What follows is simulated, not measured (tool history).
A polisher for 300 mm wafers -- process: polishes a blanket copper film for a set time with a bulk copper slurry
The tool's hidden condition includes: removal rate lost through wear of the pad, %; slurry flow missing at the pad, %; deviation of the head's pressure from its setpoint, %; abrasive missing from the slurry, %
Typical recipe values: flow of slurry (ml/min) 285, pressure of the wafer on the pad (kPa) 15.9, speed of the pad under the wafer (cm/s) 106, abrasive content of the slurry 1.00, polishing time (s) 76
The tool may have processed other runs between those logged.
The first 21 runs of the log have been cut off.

run    hour  flow of slurry (ml/min)  pressure of the wafer on the pad (kPa)  speed of the pad under the wafer (cm/s)  abrasive content of the slurry  polishing time (s)  wafers since the last listed run  wafers polished on this pad  hours since the slurry nozzle was cleaned  hours since the head pressure was calibrated  hours since the slurry blender was calibrated  incoming thickness of the incoming film, nm  film removed (nm)
 22  1583.9                      285                                    15.9                                      106                            1.00                  76                               466                         3938                                      450.6                                          80.8                                          132.9                                       4472.1              650.9
 23  1637.4                      285                                    15.9                                      106                            1.00                  76                               533                         4471                                      504.1                                         134.3                                          186.4                                       4509.9              640.7
     1647.1  -- slurry nozzle cleaned
 24  1685.7                      350                                    15.9                                      124                            1.00                  76                               471                         4943                                       38.6                                         182.6                                          234.7                                       4434.2              753.1
     1700.8  -- worn pad replaced by a new one
 25  1761.8                      285                                    15.9                                      124                            1.00                  76                               719                          608                                      114.7                                         258.7                                          310.8                                       4453.7              730.0
 26  1871.6                      320                                    15.9                                       86                            0.75                  98                              1095                         1703                                      224.5                                         368.5                                          420.6                                       4425.5              612.3
 27  1956.1                      285                                    15.9                                      106                            1.00                  68                               842                         2546                                      309.0                                         453.0                                          505.1                                       4517.7              550.1
 28  2029.3                      285                                    15.9                                       74                            1.15                  68                               730                         3276                                      382.2                                         526.2                                          578.3                                       4454.6              398.8
     2074.8  -- slurry blender recalibrated
 29  2103.9                      285                                    15.9                                      144                            1.30                  76                               724                         4000                                      456.8                                         600.8                                           29.1                                       4527.5              895.8
 30  2193.2                      335                                    15.9                                       76                            1.00                  76                               890                         4891                                      546.1                                         690.1                                          118.4                                       4450.7              444.3
     2195.0  -- slurry nozzle cleaned
     2231.4  -- worn pad replaced by a new one
 31  2249.2                      285                                    15.9                                      106                            1.00                  76                               508                          177                                       54.2                                         746.1                                          174.4                                       4433.4              614.2

Forecast each of these 3 alternatives for the next run:
  A  2249.6                      285                                    15.9                                      106                            0.75                  76                                 3                          181                                       54.6                                         746.5                                          174.8                                       4502.3                  ?
  B  2249.6                      285                                    20.7                                       74                            1.00                  76                                 3                          181                                       54.6                                         746.5                                          174.8                                       4502.3                  ?
  C  2249.6                      220                                    19.3                                      106                            0.90                  76                                 3                          181                                       54.6                                         746.5                                          174.8                                       4502.3                  ?

run  film removed (nm)
  A              573.4
  B              559.8
  C              710.6
With no hidden state in the tool, these same runs would have given:
run  film removed (nm)
  A              625.5
  B              610.6
  C              775.2
